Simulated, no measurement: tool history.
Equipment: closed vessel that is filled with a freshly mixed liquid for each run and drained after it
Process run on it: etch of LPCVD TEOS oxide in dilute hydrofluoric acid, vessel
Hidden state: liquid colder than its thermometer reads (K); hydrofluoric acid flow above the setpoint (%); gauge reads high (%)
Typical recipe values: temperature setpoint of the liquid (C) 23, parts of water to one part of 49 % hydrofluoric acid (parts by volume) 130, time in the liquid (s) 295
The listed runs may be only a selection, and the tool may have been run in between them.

run	hour	temperature setpoint of the liquid (C)	parts of water to one part of 49 % hydrofluoric acid (parts by volume)	time in the liquid (s)	wafers since the last listed run	hours since the thermometer was replaced	hours since the hydrofluoric acid flow meter was replaced	hours since the gauge calibration	read-back film thickness of the LPCVD TEOS oxide reference wafer, read on the same gauge (nm)	thickness taken off the LPCVD TEOS oxide on a monitor wafer (Å)
1	0	23	130	365	0	228.6	720.1	756.6	89.44	718.4
2	55	23	130	365	3638	283.6	775.1	811.6	89.24	717.8
3	138.4	23	130	365	5517	367	858.5	895	88.99	715
# hour 179.1: hydrofluoric acid flow meter replaced
4	183.2	23	130	295	2897	411.8	4.1	939.8	88.9	576.1
5	230.7	23	130	295	3142	459.3	51.6	987.3	88.68	571.7
6	372.8	23	130	295	9400	601.4	193.7	1129.4	88.19	572
# hour 425.9: thermometer replaced
7	458.2	23	130	295	5583	32.3	279.1	1214.8	87.81	566.6
8	555	23	160	295	6403	129.1	375.9	1311.6	87.42	445.3
9	610.3	23	160	295	3658	184.4	431.2	1366.9	87.16	443.7
10	654	23	130	340	2891	228.1	474.9	1410.6	87.03	648.9
# hour 926.1: hydrofluoric acid flow meter replaced
11	959.2	23	130	340	20124	533.3	33.1	1715.8	85.36	639.8
# hour 989.7: thermometer replaced
12	998.8	26.5	175	295	2553	9.1	72.7	1755.4	85.09	440.7
# hour 1025.4: gauge calibrated
13	1050.3	21	130	295	3407	60.6	124.2	24.9	90.46	547.6
14	1095.1	21	130	295	2963	105.4	169	69.7	90.45	544.8
15	1189.2	21	130	295	6225	199.5	263.1	163.8	90.37	542.6
16	1228.2	23	130	295	2580	238.5	302.1	202.8	90.37	583.8
17	1298	23	130	380	4617	308.3	371.9	272.6	90.27	756.7
18	1334.2	23	130	295	2394	344.5	408.1	308.8	90.26	583.2
19	1421.6	19.5	130	150	5782	431.9	495.5	396.2	90.14	258.5
20	1484.2	23	85	295	4141	494.5	558.1	458.8	90.04	937.6
21	1571.9	27.5	150	465	5801	582.2	645.8	546.5	89.89	929.6
22	1642.2	23	80	295	4650	652.5	716.1	616.8	89.79	1003.1
# hour 1683.2: thermometer replaced
# hour 1726.4: hydrofluoric acid flow meter replaced
23	1726.9	23	160	440	5471	43.7	0.5	701.5	89.6	676.5
24	1832.8	27	130	295	7006	149.6	106.4	807.4	89.3	672
25	1940.7	27.5	190	460	7138	257.5	214.3	915.3	88.99	682.4
26	2010.1	23	130	205	4591	326.9	283.7	984.7	88.75	401
27	2072.3	23	130	295	4114	389.1	345.9	1046.9	88.53	580

Estimate the outcome of run 28 from the log above:
28	2123.9	27.5	145	415	3413	440.7	397.5	1098.5	?	?

{"run 28": {"read-back film thickness of the LPCVD TEOS oxide reference wafer, read on the same gauge (nm)": 88.4, "thickness taken off the LPCVD TEOS oxide on a monitor wafer (Å)": 840.4}}
Without the tool's hidden state the same run would have given thickness taken off the LPCVD TEOS oxide on a monitor wafer (Å) 856.2.
